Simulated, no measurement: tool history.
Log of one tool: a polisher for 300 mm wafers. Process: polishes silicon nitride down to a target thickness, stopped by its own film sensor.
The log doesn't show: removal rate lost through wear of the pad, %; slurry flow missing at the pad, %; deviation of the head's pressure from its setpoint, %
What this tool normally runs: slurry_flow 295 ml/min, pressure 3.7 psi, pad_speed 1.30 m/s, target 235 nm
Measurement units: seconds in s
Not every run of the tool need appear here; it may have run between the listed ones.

run     day  slurry_flow  pressure  pad_speed  target  wafers since the last listed run  wafers polished on this pad  hours since the slurry nozzle was cleaned  hours since the head pressure was calibrated  incoming thickness of the incoming film, nm  seconds
  1   0.000          295       3.7       1.30     235                                 0                         1108                                      215.5                                         384.4                                        372.0     48.3
  2   4.029          295       3.7       1.30     235                               743                         1851                                      312.2                                         481.1                                        384.0     53.5
      5.062  -- head pressure recalibrated
  3   6.333          295       3.7       1.30     235                               409                         2261                                      367.5                                          30.5                                        377.8     49.0
  4  10.267          370       3.7       1.30     235                               725                         2986                                      461.9                                         124.9                                        386.7     52.3
     11.221  -- worn pad replaced by a new one
     11.750  -- slurry nozzle cleaned
  5  13.579          370       3.7       1.30     235                               572                          427                                       43.9                                         204.4                                        376.5     48.0
  6  17.050          370       3.7       1.30     235                               640                         1067                                      127.2                                         287.7                                        382.5     50.9
  7  20.700          295       3.7       1.30     235                               673                         1740                                      214.8                                         375.3                                        379.9     50.0
  8  23.225          360       3.7       1.30     266                               465                         2206                                      275.4                                         435.9                                        381.6     39.5
     24.229  -- head pressure recalibrated
  9  25.075          295       4.0       1.30     235                               325                         2531                                      319.8                                          20.3                                        385.3     50.2
     27.488  -- worn pad replaced by a new one
 10  27.650          295       4.0       1.30     235                               444                           30                                      381.6                                          82.1                                        375.3     47.9
 11  29.317          295       3.7       1.30     235                               307                          337                                      421.6                                         122.1                                        380.2     51.1
 12  31.367          295       3.7       1.30     235                               378                          715                                      470.8                                         171.3                                        380.9     50.5
 13  34.729          295       3.7       1.30     235                               620                         1335                                      551.5                                         252.0                                        377.1     49.8
 14  36.454          325       3.7       1.30     235                               318                         1653                                      592.9                                         293.4                                        386.7     52.2
     37.617  -- slurry nozzle cleaned
 15  40.217          325       3.7       1.30     235                               686                         2340                                       62.4                                         383.7                                        382.1     53.8
 16  43.033          215       4.3       1.30     191                               519                         2859                                      130.0                                         451.3                                        382.3     67.3
     45.242  -- head pressure recalibrated
 17  46.008          295       3.7       1.30     235                               533                         3392                                      201.4                                          18.4                                        375.9     51.2
     49.238  -- worn pad replaced by a new one
 18  49.667          295       2.7       1.30     197                               643                           79                                      289.2                                         106.2                                        375.2     84.0
 19  52.771          295       3.7       1.14     265                               572                          651                                      363.7                                         180.7                                        386.0     50.6
 20  56.721          255       4.4       0.98     203                               728                         1379                                      458.5                                         275.5                                        385.3     80.5
     59.762  -- slurry nozzle cleaned, repeated, since the last time left the tool worse
 21  60.650          295       2.7       1.30     197                               716                         2096                                       21.3                                         369.8                                        379.8     78.6
     63.804  -- head pressure recalibrated
 22  64.625          195       3.7       1.56     213                               717                         2814                                      116.7                                          19.7                                        383.5     55.3
     66.888  -- worn pad replaced by a new one
 23  67.217          295       3.7       1.30     235                               447                           60                                      178.9                                          81.9                                        378.0     50.7
 24  70.379          380       4.8       1.70     203                               583                          644                                      254.8                                         157.8                                        376.7     39.3
 25  74.279          295       3.7       1.30     235                               719                         1363                                      348.4                                         251.4                                        386.6     54.1
 26  76.167          295       3.7       1.30     207                               348                         1711                                      393.7                                         296.7                                        381.4     60.9
 27  80.546          295       4.1       0.92     271                               807                         2519                                      498.8                                         401.8                                        382.3     48.4
     82.779  -- slurry nozzle cleaned
 28  82.812          295       4.6       0.90     235                               410                         2929                                        0.8                                         456.2                                        381.3     56.6
     83.254  -- head pressure recalibrated
 29  86.558          295       3.7       1.30     252                               675                         3604                                       90.7                                          79.3                                        376.5     42.7
     87.200  -- worn pad replaced by a new one
 30  90.575          215       3.2       1.62     265                               710                          622                                      187.1                                         175.7                                        382.6     39.7
 31  94.742          350       3.7       1.08     221                               768                         1390                                      287.1                                         275.7                                        386.1     66.9

Pick out some run-to-run changes in seconds. Of each, how much would a tool without hidden state show as well, from the settings, what came in and chance, and how much is left for the hidden state and any gauge scatter not in both results compared?
Run 15 -> 16: slurry_flow 325 -> 215, pressure 3.7 -> 4.3, target 235 -> 191. seconds +13.5 s: hidden state +3.5, all else +10.0.
Run 17 -> 18: pressure 3.7 -> 2.7, target 235 -> 197, worn pad replaced by a new one. seconds +32.8 s: hidden state +3.4, all else +29.4.
Run 18 -> 19: pressure 2.7 -> 3.7, pad_speed 1.30 -> 1.14, target 197 -> 265. seconds -33.4 s: hidden state -2.8, all else -30.6.
Run 19 -> 20: slurry_flow 295 -> 255, pressure 3.7 -> 4.4, pad_speed 1.14 -> 0.98, target 265 -> 203. seconds +29.9 s: hidden state +4.2, all else +25.7.
Run 20 -> 21: slurry_flow 255 -> 295, pressure 4.4 -> 2.7, pad_speed 0.98 -> 1.30, target 203 -> 197, slurry nozzle cleaned, repeated, since the last time left the tool worse. seconds -1.9 s: hidden state -8.7, all else +6.8.
